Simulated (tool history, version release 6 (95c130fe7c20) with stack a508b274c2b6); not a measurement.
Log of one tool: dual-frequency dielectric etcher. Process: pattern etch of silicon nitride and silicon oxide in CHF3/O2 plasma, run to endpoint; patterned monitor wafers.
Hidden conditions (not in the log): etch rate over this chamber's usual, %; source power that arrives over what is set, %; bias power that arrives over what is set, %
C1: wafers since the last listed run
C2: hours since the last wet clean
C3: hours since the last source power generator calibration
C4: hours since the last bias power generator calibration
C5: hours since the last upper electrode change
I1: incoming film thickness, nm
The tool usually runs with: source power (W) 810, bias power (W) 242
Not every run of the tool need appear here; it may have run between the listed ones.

{"run": 1, "hour": 0.0, "source power (W)": 810, "bias power (W)": 242, "C1": 0, "C2": 95.4, "C3": 3376.5, "C4": 2985.3, "C5": 5693, "I1": 189.1, "endpoint time (s)": 89}
{"run": 2, "hour": 34.4, "source power (W)": 810, "bias power (W)": 242, "C1": 196, "C2": 129.8, "C3": 3410.9, "C4": 3019.7, "C5": 5727.4, "I1": 189.8, "endpoint time (s)": 89.9}
{"run": 3, "hour": 67.9, "source power (W)": 810, "bias power (W)": 242, "C1": 190, "C2": 163.3, "C3": 3444.4, "C4": 3053.2, "C5": 5760.9, "I1": 188.5, "endpoint time (s)": 88.5}
{"run": 4, "hour": 92.1, "source power (W)": 810, "bias power (W)": 242, "C1": 137, "C2": 187.5, "C3": 3468.6, "C4": 3077.4, "C5": 5785.1, "I1": 188.6, "endpoint time (s)": 89.3}
{"run": 5, "hour": 106.2, "source power (W)": 810, "bias power (W)": 242, "C1": 80, "C2": 201.6, "C3": 3482.7, "C4": 3091.5, "C5": 5799.2, "I1": 190.9, "endpoint time (s)": 90.1}
{"run": 6, "hour": 129.8, "source power (W)": 950, "bias power (W)": 216, "C1": 134, "C2": 225.2, "C3": 3506.3, "C4": 3115.1, "C5": 5822.8, "I1": 189.1, "endpoint time (s)": 86.5}
{"run": 7, "hour": 155.2, "source power (W)": 950, "bias power (W)": 216, "C1": 144, "C2": 250.6, "C3": 3531.7, "C4": 3140.5, "C5": 5848.2, "I1": 189.3, "endpoint time (s)": 86.4}
{"run": 8, "hour": 170.2, "source power (W)": 950, "bias power (W)": 216, "C1": 85, "C2": 265.6, "C3": 3546.7, "C4": 3155.5, "C5": 5863.2, "I1": 190.2, "endpoint time (s)": 85.9}
{"run": 9, "hour": 194.0, "source power (W)": 810, "bias power (W)": 242, "C1": 135, "C2": 289.4, "C3": 3570.5, "C4": 3179.3, "C5": 5887, "I1": 190, "endpoint time (s)": 86.4}
{"run": 10, "hour": 228.0, "source power (W)": 810, "bias power (W)": 242, "C1": 193, "C2": 323.4, "C3": 3604.5, "C4": 3213.3, "C5": 5921, "I1": 188.3, "endpoint time (s)": 86.7}
{"run": 11, "hour": 262.3, "source power (W)": 810, "bias power (W)": 242, "C1": 195, "C2": 357.7, "C3": 3638.8, "C4": 3247.6, "C5": 5955.3, "I1": 189.1, "endpoint time (s)": 86.6}
{"run": 12, "hour": 287.1, "source power (W)": 810, "bias power (W)": 242, "C1": 141, "C2": 382.5, "C3": 3663.6, "C4": 3272.4, "C5": 5980.1, "I1": 188.7, "endpoint time (s)": 86.5}
{"hour": 325.3, "done": "wet clean of the chamber"}
{"hour": 346.8, "done": "bias power generator calibrated"}
{"run": 13, "hour": 373.7, "source power (W)": 810, "bias power (W)": 242, "C1": 334, "C2": 48.4, "C3": 3750.2, "C4": 26.9, "C5": 6066.7, "I1": 188.3, "endpoint time (s)": 89.3}
{"run": 14, "hour": 392.6, "source power (W)": 810, "bias power (W)": 266, "C1": 107, "C2": 67.3, "C3": 3769.1, "C4": 45.8, "C5": 6085.6, "I1": 188.5, "endpoint time (s)": 87.5}
{"run": 15, "hour": 412.4, "source power (W)": 810, "bias power (W)": 242, "C1": 112, "C2": 87.1, "C3": 3788.9, "C4": 65.6, "C5": 6105.4, "I1": 188.9, "endpoint time (s)": 88.6}
{"run": 16, "hour": 431.0, "source power (W)": 980, "bias power (W)": 242, "C1": 106, "C2": 105.7, "C3": 3807.5, "C4": 84.2, "C5": 6124, "I1": 189.7, "endpoint time (s)": 84.3}
{"run": 17, "hour": 445.6, "source power (W)": 670, "bias power (W)": 272, "C1": 83, "C2": 120.3, "C3": 3822.1, "C4": 98.8, "C5": 6138.6, "I1": 187.4, "endpoint time (s)": 90.9}
{"run": 18, "hour": 481.2, "source power (W)": 810, "bias power (W)": 242, "C1": 202, "C2": 155.9, "C3": 3857.7, "C4": 134.4, "C5": 6174.2, "I1": 190.5, "endpoint time (s)": 89.5}
{"hour": 505.8, "done": "source power generator calibrated"}
{"hour": 514.5, "done": "upper electrode replaced, of another model than before"}
{"run": 19, "hour": 516.0, "source power (W)": 670, "bias power (W)": 203, "C1": 126, "C2": 190.7, "C3": 10.2, "C4": 169.2, "C5": 1.5, "I1": 188.1, "endpoint time (s)": 93.5}
{"run": 20, "hour": 545.3, "source power (W)": 920, "bias power (W)": 267, "C1": 167, "C2": 220, "C3": 39.5, "C4": 198.5, "C5": 30.8, "I1": 189.2, "endpoint time (s)": 84.2}
{"run": 21, "hour": 576.2, "source power (W)": 810, "bias power (W)": 274, "C1": 176, "C2": 250.9, "C3": 70.4, "C4": 229.4, "C5": 61.7, "I1": 189.6, "endpoint time (s)": 83.7}
{"run": 22, "hour": 594.3, "source power (W)": 970, "bias power (W)": 226, "C1": 103, "C2": 269, "C3": 88.5, "C4": 247.5, "C5": 79.8, "I1": 188.7, "endpoint time (s)": 84.7}
{"run": 23, "hour": 607.8, "source power (W)": 940, "bias power (W)": 260, "C1": 76, "C2": 282.5, "C3": 102, "C4": 261, "C5": 93.3, "I1": 188.4, "endpoint time (s)": 81.9}

Expected results for the next run?
{"run": 24, "hour": 621.1, "source power (W)": 810, "bias power (W)": 242, "C1": 75, "C2": 295.8, "C3": 115.3, "C4": 274.3, "C5": 106.6, "I1": 189.7, "endpoint time (s)": "?"}

{"run 24": {"endpoint time (s)": 86.8}}
Without the tool's hidden state the same run would have given endpoint time (s) 91.3.
